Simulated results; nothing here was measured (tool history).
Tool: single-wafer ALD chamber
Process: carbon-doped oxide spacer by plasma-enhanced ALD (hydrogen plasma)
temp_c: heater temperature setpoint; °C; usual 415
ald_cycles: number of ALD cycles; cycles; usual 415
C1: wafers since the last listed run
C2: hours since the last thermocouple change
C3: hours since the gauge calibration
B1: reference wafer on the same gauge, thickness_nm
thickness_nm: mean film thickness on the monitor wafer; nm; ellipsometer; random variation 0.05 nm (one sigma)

{"run": 1, "hour": 0.0, "temp_c": 415, "ald_cycles": 415, "C1": 0, "C2": 2307.3, "C3": 330.3, "B1": 20.928, "thickness_nm": 19.745}
{"run": 2, "hour": 19.0, "temp_c": 415, "ald_cycles": 415, "C1": 10, "C2": 2326.3, "C3": 349.3, "B1": 20.92, "thickness_nm": 19.639}
{"run": 3, "hour": 34.8, "temp_c": 415, "ald_cycles": 415, "C1": 8, "C2": 2342.1, "C3": 365.1, "B1": 20.934, "thickness_nm": 19.628}
{"run": 4, "hour": 50.5, "temp_c": 415, "ald_cycles": 415, "C1": 8, "C2": 2357.8, "C3": 380.8, "B1": 20.928, "thickness_nm": 19.601}
{"run": 5, "hour": 63.0, "temp_c": 415, "ald_cycles": 415, "C1": 6, "C2": 2370.3, "C3": 393.3, "B1": 20.922, "thickness_nm": 19.624}
{"run": 6, "hour": 76.4, "temp_c": 415, "ald_cycles": 415, "C1": 7, "C2": 2383.7, "C3": 406.7, "B1": 20.95, "thickness_nm": 19.664}
{"run": 7, "hour": 111.7, "temp_c": 415, "ald_cycles": 436, "C1": 19, "C2": 2419.0, "C3": 442.0, "B1": 20.924, "thickness_nm": 20.662}
{"hour": 138.7, "done": "gauge calibrated"}
{"run": 8, "hour": 144.7, "temp_c": 415, "ald_cycles": 415, "C1": 18, "C2": 2452.0, "C3": 6.0, "B1": 21.299, "thickness_nm": 20.04}
{"run": 9, "hour": 247.3, "temp_c": 415, "ald_cycles": 415, "C1": 57, "C2": 2554.6, "C3": 108.6, "B1": 21.124, "thickness_nm": 19.814}
{"run": 10, "hour": 276.2, "temp_c": 415, "ald_cycles": 415, "C1": 16, "C2": 2583.5, "C3": 137.5, "B1": 21.051, "thickness_nm": 19.834}
{"run": 11, "hour": 305.5, "temp_c": 419, "ald_cycles": 478, "C1": 16, "C2": 2612.8, "C3": 166.8, "B1": 21.048, "thickness_nm": 22.606}
{"run": 12, "hour": 317.9, "temp_c": 419, "ald_cycles": 359, "C1": 6, "C2": 2625.2, "C3": 179.2, "B1": 21.026, "thickness_nm": 16.921}
{"run": 13, "hour": 331.3, "temp_c": 415, "ald_cycles": 415, "C1": 7, "C2": 2638.6, "C3": 192.6, "B1": 20.989, "thickness_nm": 19.72}
{"run": 14, "hour": 362.5, "temp_c": 415, "ald_cycles": 415, "C1": 17, "C2": 2669.8, "C3": 223.8, "B1": 20.995, "thickness_nm": 19.827}
{"run": 15, "hour": 386.5, "temp_c": 411, "ald_cycles": 415, "C1": 13, "C2": 2693.8, "C3": 247.8, "B1": 20.996, "thickness_nm": 20.018}
{"run": 16, "hour": 402.7, "temp_c": 411, "ald_cycles": 415, "C1": 9, "C2": 2710.0, "C3": 264.0, "B1": 20.962, "thickness_nm": 19.833}
{"run": 17, "hour": 434.5, "temp_c": 406, "ald_cycles": 415, "C1": 17, "C2": 2741.8, "C3": 295.8, "B1": 20.985, "thickness_nm": 20.228}
{"run": 18, "hour": 449.0, "temp_c": 406, "ald_cycles": 415, "C1": 8, "C2": 2756.3, "C3": 310.3, "B1": 20.94, "thickness_nm": 20.22}
{"run": 19, "hour": 468.0, "temp_c": 423, "ald_cycles": 353, "C1": 10, "C2": 2775.3, "C3": 329.3, "B1": 20.945, "thickness_nm": 16.284}
{"hour": 486.2, "done": "thermocouple changed; heater temperature recalibrated"}
{"run": 20, "hour": 489.5, "temp_c": 429, "ald_cycles": 458, "C1": 7, "C2": 3.3, "C3": 350.8, "B1": 20.948, "thickness_nm": 20.91}
{"run": 21, "hour": 503.5, "temp_c": 421, "ald_cycles": 377, "C1": 7, "C2": 17.3, "C3": 364.8, "B1": 20.912, "thickness_nm": 17.604}
{"run": 22, "hour": 517.7, "temp_c": 428, "ald_cycles": 415, "C1": 7, "C2": 31.5, "C3": 379.0, "B1": 20.921, "thickness_nm": 18.972}
{"run": 23, "hour": 540.0, "temp_c": 415, "ald_cycles": 415, "C1": 12, "C2": 53.8, "C3": 401.3, "B1": 20.922, "thickness_nm": 19.662}
{"run": 24, "hour": 573.2, "temp_c": 419, "ald_cycles": 485, "C1": 18, "C2": 87.0, "C3": 434.5, "B1": 20.921, "thickness_nm": 22.692}
{"run": 25, "hour": 595.1, "temp_c": 402, "ald_cycles": 461, "C1": 12, "C2": 108.9, "C3": 456.4, "B1": 20.913, "thickness_nm": 22.659}
{"run": 26, "hour": 619.3, "temp_c": 415, "ald_cycles": 415, "C1": 13, "C2": 133.1, "C3": 480.6, "B1": 20.911, "thickness_nm": 19.581}
{"hour": 629.8, "done": "gauge calibrated"}
{"run": 27, "hour": 690.1, "temp_c": 415, "ald_cycles": 415, "C1": 39, "C2": 203.9, "C3": 60.3, "B1": 21.14, "thickness_nm": 19.798}
{"run": 28, "hour": 704.3, "temp_c": 415, "ald_cycles": 415, "C1": 7, "C2": 218.1, "C3": 74.5, "B1": 21.082, "thickness_nm": 19.785}
{"run": 29, "hour": 725.4, "temp_c": 419, "ald_cycles": 359, "C1": 11, "C2": 239.2, "C3": 95.6, "B1": 21.056, "thickness_nm": 16.967}
{"run": 30, "hour": 754.9, "temp_c": 430, "ald_cycles": 474, "C1": 16, "C2": 268.7, "C3": 125.1, "B1": 21.037, "thickness_nm": 21.728}
{"run": 31, "hour": 770.7, "temp_c": 408, "ald_cycles": 333, "C1": 8, "C2": 284.5, "C3": 140.9, "B1": 21.045, "thickness_nm": 16.19}
{"run": 32, "hour": 784.7, "temp_c": 415, "ald_cycles": 415, "C1": 7, "C2": 298.5, "C3": 154.9, "B1": 20.982, "thickness_nm": 19.83}
{"run": 33, "hour": 810.8, "temp_c": 405, "ald_cycles": 373, "C1": 14, "C2": 324.6, "C3": 181.0, "B1": 20.974, "thickness_nm": 18.247}

Run 34 comes next. What will it give?
{"run": 34, "hour": 845.1, "temp_c": 424, "ald_cycles": 415, "C1": 19, "C2": 358.9, "C3": 215.3, "B1": "?", "thickness_nm": "?"}

Run 34 gave B1 20.963, thickness_nm 19.296 nm.
Without the tool's hidden state the same run would have given thickness_nm 19.621 nm.

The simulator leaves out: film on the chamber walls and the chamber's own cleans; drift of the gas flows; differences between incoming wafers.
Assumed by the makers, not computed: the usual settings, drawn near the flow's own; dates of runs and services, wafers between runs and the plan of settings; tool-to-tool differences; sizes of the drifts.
